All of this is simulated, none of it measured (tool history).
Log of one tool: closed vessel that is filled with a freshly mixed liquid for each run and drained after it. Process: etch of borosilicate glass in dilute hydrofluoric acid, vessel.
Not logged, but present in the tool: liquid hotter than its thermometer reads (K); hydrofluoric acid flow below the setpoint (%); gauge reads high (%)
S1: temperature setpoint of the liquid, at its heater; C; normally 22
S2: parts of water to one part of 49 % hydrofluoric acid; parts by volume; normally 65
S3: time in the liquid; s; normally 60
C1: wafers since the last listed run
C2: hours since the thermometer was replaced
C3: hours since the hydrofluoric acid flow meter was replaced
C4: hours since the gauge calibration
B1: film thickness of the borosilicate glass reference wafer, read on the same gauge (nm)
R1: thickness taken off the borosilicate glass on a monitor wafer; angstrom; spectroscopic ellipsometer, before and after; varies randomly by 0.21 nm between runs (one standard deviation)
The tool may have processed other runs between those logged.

{"run": 1, "hour": 0.0, "S1": 22, "S2": 65, "S3": 60, "C1": 0, "C2": 1202.6, "C3": 1946.7, "C4": 223.7, "B1": 130.02, "R1": 328}
{"run": 2, "hour": 14.6, "S1": 22, "S2": 65, "S3": 60, "C1": 1524, "C2": 1217.2, "C3": 1961.3, "C4": 238.3, "B1": 130, "R1": 327.1}
{"run": 3, "hour": 29.8, "S1": 22, "S2": 65, "S3": 60, "C1": 1586, "C2": 1232.4, "C3": 1976.5, "C4": 253.5, "B1": 130.01, "R1": 330}
{"run": 4, "hour": 43.9, "S1": 22, "S2": 65, "S3": 60, "C1": 1472, "C2": 1246.5, "C3": 1990.6, "C4": 267.6, "B1": 129.99, "R1": 326.6}
{"run": 5, "hour": 61.0, "S1": 22, "S2": 65, "S3": 60, "C1": 1785, "C2": 1263.6, "C3": 2007.7, "C4": 284.7, "B1": 129.99, "R1": 330}
{"run": 6, "hour": 69.3, "S1": 22, "S2": 65, "S3": 60, "C1": 866, "C2": 1271.9, "C3": 2016, "C4": 293, "B1": 130.01, "R1": 326}
{"run": 7, "hour": 81.2, "S1": 22, "S2": 80, "S3": 45, "C1": 1242, "C2": 1283.8, "C3": 2027.9, "C4": 304.9, "B1": 129.98, "R1": 195.7}
{"run": 8, "hour": 94.5, "S1": 22, "S2": 80, "S3": 45, "C1": 1388, "C2": 1297.1, "C3": 2041.2, "C4": 318.2, "B1": 129.99, "R1": 196.4}
{"run": 9, "hour": 105.9, "S1": 22, "S2": 80, "S3": 45, "C1": 1190, "C2": 1308.5, "C3": 2052.6, "C4": 329.6, "B1": 130.02, "R1": 196.9}
{"run": 10, "hour": 121.4, "S1": 22, "S2": 45, "S3": 60, "C1": 1618, "C2": 1324, "C3": 2068.1, "C4": 345.1, "B1": 129.99, "R1": 490.9}
{"run": 11, "hour": 131.8, "S1": 22, "S2": 45, "S3": 60, "C1": 1085, "C2": 1334.4, "C3": 2078.5, "C4": 355.5, "B1": 130, "R1": 492.3}
{"run": 12, "hour": 145.7, "S1": 22, "S2": 45, "S3": 60, "C1": 1451, "C2": 1348.3, "C3": 2092.4, "C4": 369.4, "B1": 129.98, "R1": 487.4}
{"hour": 147.5, "done": "thermometer replaced"}
{"run": 13, "hour": 185.1, "S1": 22, "S2": 65, "S3": 85, "C1": 4008, "C2": 37.6, "C3": 2131.8, "C4": 408.8, "B1": 130, "R1": 422.9}
{"run": 14, "hour": 195.5, "S1": 22, "S2": 65, "S3": 85, "C1": 1085, "C2": 48, "C3": 2142.2, "C4": 419.2, "B1": 130.03, "R1": 419.6}
{"run": 15, "hour": 213.3, "S1": 22, "S2": 65, "S3": 85, "C1": 1858, "C2": 65.8, "C3": 2160, "C4": 437, "B1": 130.02, "R1": 420.1}
{"run": 16, "hour": 227.7, "S1": 22, "S2": 55, "S3": 60, "C1": 1503, "C2": 80.2, "C3": 2174.4, "C4": 451.4, "B1": 130.01, "R1": 353.2}
{"run": 17, "hour": 237.4, "S1": 22, "S2": 65, "S3": 60, "C1": 1012, "C2": 89.9, "C3": 2184.1, "C4": 461.1, "B1": 130.03, "R1": 295.4}
{"run": 18, "hour": 254.3, "S1": 22, "S2": 65, "S3": 75, "C1": 1764, "C2": 106.8, "C3": 2201, "C4": 478, "B1": 130.01, "R1": 374.3}
{"run": 19, "hour": 269.9, "S1": 26, "S2": 65, "S3": 30, "C1": 1628, "C2": 122.4, "C3": 2216.6, "C4": 493.6, "B1": 130.03, "R1": 176.2}
{"run": 20, "hour": 279.7, "S1": 25.5, "S2": 65, "S3": 60, "C1": 1023, "C2": 132.2, "C3": 2226.4, "C4": 503.4, "B1": 129.97, "R1": 338.5}
{"hour": 282.3, "done": "hydrofluoric acid flow meter replaced"}
{"run": 21, "hour": 291.1, "S1": 22, "S2": 65, "S3": 60, "C1": 1085, "C2": 143.6, "C3": 8.8, "C4": 514.8, "B1": 130, "R1": 345.6}
{"run": 22, "hour": 298.4, "S1": 18, "S2": 35, "S3": 90, "C1": 762, "C2": 150.9, "C3": 16.1, "C4": 522.1, "B1": 129.99, "R1": 838.9}
{"run": 23, "hour": 315.7, "S1": 22, "S2": 65, "S3": 30, "C1": 1806, "C2": 168.2, "C3": 33.4, "C4": 539.4, "B1": 130, "R1": 172.5}
{"hour": 330.0, "done": "gauge calibrated"}
{"run": 24, "hour": 330.0, "S1": 22, "S2": 65, "S3": 60, "C1": 1492, "C2": 182.5, "C3": 47.7, "C4": 0, "B1": 129.97, "R1": 343.4}
{"run": 25, "hour": 342.7, "S1": 24, "S2": 55, "S3": 60, "C1": 1325, "C2": 195.2, "C3": 60.4, "C4": 12.7, "B1": 130, "R1": 453}
{"run": 26, "hour": 358.0, "S1": 22, "S2": 65, "S3": 80, "C1": 1597, "C2": 210.5, "C3": 75.7, "C4": 28, "B1": 129.99, "R1": 456.5}
{"run": 27, "hour": 373.9, "S1": 24, "S2": 90, "S3": 40, "C1": 1659, "C2": 226.4, "C3": 91.6, "C4": 43.9, "B1": 129.99, "R1": 177}
{"run": 28, "hour": 389.6, "S1": 25.5, "S2": 65, "S3": 70, "C1": 1639, "C2": 242.1, "C3": 107.3, "C4": 59.6, "B1": 130.02, "R1": 465.1}
{"run": 29, "hour": 401.3, "S1": 22, "S2": 65, "S3": 60, "C1": 1221, "C2": 253.8, "C3": 119, "C4": 71.3, "B1": 130.03, "R1": 348.9}
{"run": 30, "hour": 410.1, "S1": 17.5, "S2": 65, "S3": 30, "C1": 918, "C2": 262.6, "C3": 127.8, "C4": 80.1, "B1": 130, "R1": 142.6}
{"run": 31, "hour": 421.6, "S1": 22, "S2": 90, "S3": 85, "C1": 1200, "C2": 274.1, "C3": 139.3, "C4": 91.6, "B1": 130.02, "R1": 344.9}
{"run": 32, "hour": 440.4, "S1": 22, "S2": 65, "S3": 75, "C1": 1962, "C2": 292.9, "C3": 158.1, "C4": 110.4, "B1": 130, "R1": 434.2}
{"run": 33, "hour": 452.4, "S1": 22, "S2": 65, "S3": 60, "C1": 1252, "C2": 304.9, "C3": 170.1, "C4": 122.4, "B1": 130.02, "R1": 349.8}

What if the next run were any one of these 3? Each begins from the tool's condition after run 33:
{"run": "A", "hour": 453.1, "S1": 18.5, "S2": 65, "S3": 60, "C1": 73, "C2": 305.6, "C3": 170.8, "C4": 123.1, "B1": "?", "R1": "?"}
{"run": "B", "hour": 453.1, "S1": 22, "S2": 50, "S3": 70, "C1": 73, "C2": 305.6, "C3": 170.8, "C4": 123.1, "B1": "?", "R1": "?"}
{"run": "C", "hour": 453.1, "S1": 25, "S2": 40, "S3": 30, "C1": 73, "C2": 305.6, "C3": 170.8, "C4": 123.1, "B1": "?", "R1": "?"}

run=A B1=130.03 R1=299
run=B B1=130.03 R1=535.1
run=C B1=130.03 R1=328.8
Had the tool no hidden state, the same runs would have come out as:
run=A R1=295.9
run=B R1=529.5
run=C R1=325.5
